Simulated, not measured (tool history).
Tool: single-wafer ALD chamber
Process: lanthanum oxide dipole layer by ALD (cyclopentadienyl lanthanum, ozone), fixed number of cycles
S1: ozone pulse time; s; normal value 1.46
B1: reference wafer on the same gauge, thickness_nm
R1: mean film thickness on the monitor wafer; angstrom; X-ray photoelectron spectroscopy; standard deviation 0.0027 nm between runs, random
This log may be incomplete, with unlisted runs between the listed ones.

{"run": 1, "hour": 0.0, "S1": 1.17, "B1": 0.57, "R1": 5.23}
{"run": 2, "hour": 9.5, "S1": 1.06, "B1": 0.57, "R1": 5.11}
{"run": 3, "hour": 24.6, "S1": 1.06, "B1": 0.571, "R1": 5.1}
{"run": 4, "hour": 32.7, "S1": 1.06, "B1": 0.569, "R1": 5.1}
{"run": 5, "hour": 40.1, "S1": 1.46, "B1": 0.569, "R1": 5.37}
{"run": 6, "hour": 46.5, "S1": 1.46, "B1": 0.571, "R1": 5.33}
{"run": 7, "hour": 54.3, "S1": 1.64, "B1": 0.571, "R1": 5.52}
{"run": 8, "hour": 67.0, "S1": 1.64, "B1": 0.568, "R1": 5.5}
{"run": 9, "hour": 78.4, "S1": 1.64, "B1": 0.57, "R1": 5.5}
{"run": 10, "hour": 91.5, "S1": 1.46, "B1": 0.57, "R1": 5.41}
{"run": 11, "hour": 105.3, "S1": 1.46, "B1": 0.57, "R1": 5.41}
{"hour": 117.4, "done": "showerhead replaced"}
{"run": 12, "hour": 117.9, "S1": 1.46, "B1": 0.571, "R1": 5.42}
{"hour": 127.9, "done": "ozone generator serviced"}
{"run": 13, "hour": 128.4, "S1": 1.7, "B1": 0.57, "R1": 5.47}
{"hour": 135.6, "done": "gauge calibrated"}
{"hour": 138.4, "done": "thermocouple changed; heater temperature recalibrated"}
{"run": 14, "hour": 138.9, "S1": 1.7, "B1": 0.57, "R1": 5.51}
{"run": 15, "hour": 146.0, "S1": 0.95, "B1": 0.57, "R1": 5.01}
{"run": 16, "hour": 154.3, "S1": 1.12, "B1": 0.571, "R1": 5.16}
{"run": 17, "hour": 168.9, "S1": 1.87, "B1": 0.57, "R1": 5.51}
{"run": 18, "hour": 180.5, "S1": 1.46, "B1": 0.569, "R1": 5.38}
{"run": 19, "hour": 189.9, "S1": 1.46, "B1": 0.57, "R1": 5.4}
{"run": 20, "hour": 202.2, "S1": 1.61, "B1": 0.57, "R1": 5.45}
{"run": 21, "hour": 209.5, "S1": 1.92, "B1": 0.57, "R1": 5.53}
{"run": 22, "hour": 218.0, "S1": 1.61, "B1": 0.57, "R1": 5.46}
{"run": 23, "hour": 229.4, "S1": 1.09, "B1": 0.571, "R1": 5.12}
{"run": 24, "hour": 238.4, "S1": 1.23, "B1": 0.57, "R1": 5.31}
{"run": 25, "hour": 249.7, "S1": 0.93, "B1": 0.569, "R1": 4.97}
{"run": 26, "hour": 260.2, "S1": 1.12, "B1": 0.57, "R1": 5.23}
{"run": 27, "hour": 274.7, "S1": 1.46, "B1": 0.57, "R1": 5.38}
{"run": 28, "hour": 289.9, "S1": 1.8, "B1": 0.57, "R1": 5.57}

For each run, what was the tool's unlogged condition?
wafer temperature above the value expected at the setpoint (K): 0 across all the runs
ozone dose above that of a generator just serviced (%): 0 across all the runs
gauge reads high (%): 0 across all the runs

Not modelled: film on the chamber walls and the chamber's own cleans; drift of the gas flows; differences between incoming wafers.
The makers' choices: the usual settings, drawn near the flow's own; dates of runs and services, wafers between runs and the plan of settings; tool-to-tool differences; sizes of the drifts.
